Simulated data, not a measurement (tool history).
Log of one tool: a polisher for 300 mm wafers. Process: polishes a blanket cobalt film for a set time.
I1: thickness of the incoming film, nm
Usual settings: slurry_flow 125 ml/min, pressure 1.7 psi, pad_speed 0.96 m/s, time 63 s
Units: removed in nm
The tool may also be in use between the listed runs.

{"run": 1, "hour": 0.0, "slurry_flow": 125, "pressure": 1.7, "pad_speed": 0.96, "time": 63, "I1": 1081.1, "removed": 237.1}
{"run": 2, "hour": 25.5, "slurry_flow": 125, "pressure": 1.7, "pad_speed": 0.96, "time": 63, "I1": 1069.4, "removed": 238.4}
{"run": 3, "hour": 61.4, "slurry_flow": 125, "pressure": 1.7, "pad_speed": 0.96, "time": 72, "I1": 1064.8, "removed": 270.5}
{"run": 4, "hour": 95.8, "slurry_flow": 125, "pressure": 1.7, "pad_speed": 0.96, "time": 72, "I1": 1098.1, "removed": 267.1}
{"run": 5, "hour": 131.1, "slurry_flow": 125, "pressure": 1.7, "pad_speed": 0.8, "time": 63, "I1": 1081.2, "removed": 205.6}
{"run": 6, "hour": 152.7, "slurry_flow": 125, "pressure": 1.7, "pad_speed": 0.8, "time": 63, "I1": 1093, "removed": 202.9}
{"run": 7, "hour": 177.2, "slurry_flow": 125, "pressure": 1.7, "pad_speed": 0.8, "time": 63, "I1": 1091.1, "removed": 206.1}
{"run": 8, "hour": 208.6, "slurry_flow": 125, "pressure": 1.7, "pad_speed": 1.12, "time": 63, "I1": 1075.5, "removed": 266.2}
{"run": 9, "hour": 237.1, "slurry_flow": 125, "pressure": 1.7, "pad_speed": 1.12, "time": 63, "I1": 1077.1, "removed": 263.4}
{"run": 10, "hour": 258.0, "slurry_flow": 125, "pressure": 1.7, "pad_speed": 0.96, "time": 63, "I1": 1057.5, "removed": 236}
{"run": 11, "hour": 287.6, "slurry_flow": 125, "pressure": 1.7, "pad_speed": 0.96, "time": 63, "I1": 1091.4, "removed": 235.2}
{"run": 12, "hour": 302.9, "slurry_flow": 125, "pressure": 1.7, "pad_speed": 0.96, "time": 63, "I1": 1071.3, "removed": 234.9}
{"run": 13, "hour": 317.2, "slurry_flow": 125, "pressure": 1.7, "pad_speed": 0.96, "time": 63, "I1": 1082.4, "removed": 236.6}
{"run": 14, "hour": 337.7, "slurry_flow": 125, "pressure": 1.7, "pad_speed": 0.96, "time": 63, "I1": 1104.9, "removed": 233.5}
{"run": 15, "hour": 354.1, "slurry_flow": 165, "pressure": 1.2, "pad_speed": 0.76, "time": 74, "I1": 1092.9, "removed": 175.4}
{"run": 16, "hour": 387.0, "slurry_flow": 125, "pressure": 2, "pad_speed": 1.24, "time": 63, "I1": 1070.9, "removed": 332.7}
{"run": 17, "hour": 416.3, "slurry_flow": 125, "pressure": 1.7, "pad_speed": 0.76, "time": 63, "I1": 1087.9, "removed": 201.5}
{"run": 18, "hour": 446.1, "slurry_flow": 105, "pressure": 1.5, "pad_speed": 0.96, "time": 78, "I1": 1085, "removed": 246.2}
{"run": 19, "hour": 532.5, "slurry_flow": 125, "pressure": 1.7, "pad_speed": 0.96, "time": 63, "I1": 1080.1, "removed": 233.5}
{"run": 20, "hour": 561.8, "slurry_flow": 125, "pressure": 1.7, "pad_speed": 0.96, "time": 63, "I1": 1076.3, "removed": 235.1}
{"run": 21, "hour": 576.3, "slurry_flow": 105, "pressure": 2, "pad_speed": 1.1, "time": 44, "I1": 1074.9, "removed": 205.6}
{"run": 22, "hour": 609.7, "slurry_flow": 125, "pressure": 2.1, "pad_speed": 0.96, "time": 55, "I1": 1070.5, "removed": 251.3}
{"run": 23, "hour": 642.9, "slurry_flow": 145, "pressure": 1.7, "pad_speed": 0.96, "time": 44, "I1": 1062.9, "removed": 171.6}
{"run": 24, "hour": 663.4, "slurry_flow": 170, "pressure": 1.3, "pad_speed": 0.7, "time": 76, "I1": 1096.1, "removed": 187.3}
{"run": 25, "hour": 696.7, "slurry_flow": 125, "pressure": 1.7, "pad_speed": 0.96, "time": 63, "I1": 1076.4, "removed": 236.1}
{"run": 26, "hour": 730.4, "slurry_flow": 125, "pressure": 1.7, "pad_speed": 0.96, "time": 63, "I1": 1056.7, "removed": 233.1}
{"run": 27, "hour": 763.3, "slurry_flow": 125, "pressure": 1.7, "pad_speed": 0.8, "time": 52, "I1": 1086, "removed": 169.7}
{"run": 28, "hour": 797.2, "slurry_flow": 125, "pressure": 1.7, "pad_speed": 0.76, "time": 63, "I1": 1078.3, "removed": 196.6}
{"run": 29, "hour": 829.4, "slurry_flow": 150, "pressure": 1.7, "pad_speed": 0.96, "time": 81, "I1": 1077.1, "removed": 316.1}
{"run": 30, "hour": 844.2, "slurry_flow": 125, "pressure": 1.7, "pad_speed": 0.78, "time": 63, "I1": 1066.6, "removed": 206.6}
{"run": 31, "hour": 873.7, "slurry_flow": 125, "pressure": 1.7, "pad_speed": 0.96, "time": 63, "I1": 1093.3, "removed": 234.3}
{"run": 32, "hour": 890.2, "slurry_flow": 125, "pressure": 1.7, "pad_speed": 0.96, "time": 63, "I1": 1081.3, "removed": 234.7}
{"run": 33, "hour": 905.2, "slurry_flow": 125, "pressure": 1.7, "pad_speed": 0.7, "time": 73, "I1": 1071.1, "removed": 215.9}
{"run": 34, "hour": 920.9, "slurry_flow": 95, "pressure": 1.7, "pad_speed": 0.66, "time": 42, "I1": 1077.1, "removed": 112.4}
{"run": 35, "hour": 953.8, "slurry_flow": 125, "pressure": 1.7, "pad_speed": 0.96, "time": 63, "I1": 1071.9, "removed": 235.8}
{"run": 36, "hour": 988.3, "slurry_flow": 125, "pressure": 1.7, "pad_speed": 0.68, "time": 63, "I1": 1086.6, "removed": 184.7}

Not shown: 8 entries that the log had between the listed runs. Between which runs, and how does the tool's hidden state differ before and after?
Between runs 1 and 2: worn pad replaced by a new one (hour 10.3)
  no hidden state differs between the two runs
Between runs 6 and 7: head pressure recalibrated (hour 176.7)
  no hidden state differs between the two runs
Between runs 7 and 8: slurry nozzle cleaned (hour 182.3)
  no hidden state differs between the two runs
Between runs 10 and 11: worn pad replaced by a new one (hour 269.2)
  no hidden state differs between the two runs
Between runs 17 and 18: slurry nozzle cleaned (hour 438.8)
  no hidden state differs between the two runs
Between runs 19 and 20: worn pad replaced by a new one (hour 561.3)
  no hidden state differs between the two runs
Between runs 25 and 26: slurry nozzle cleaned (hour 729.7)
  no hidden state differs between the two runs
Between runs 28 and 29: worn pad replaced by a new one (hour 810.8)
  no hidden state differs between the two runs
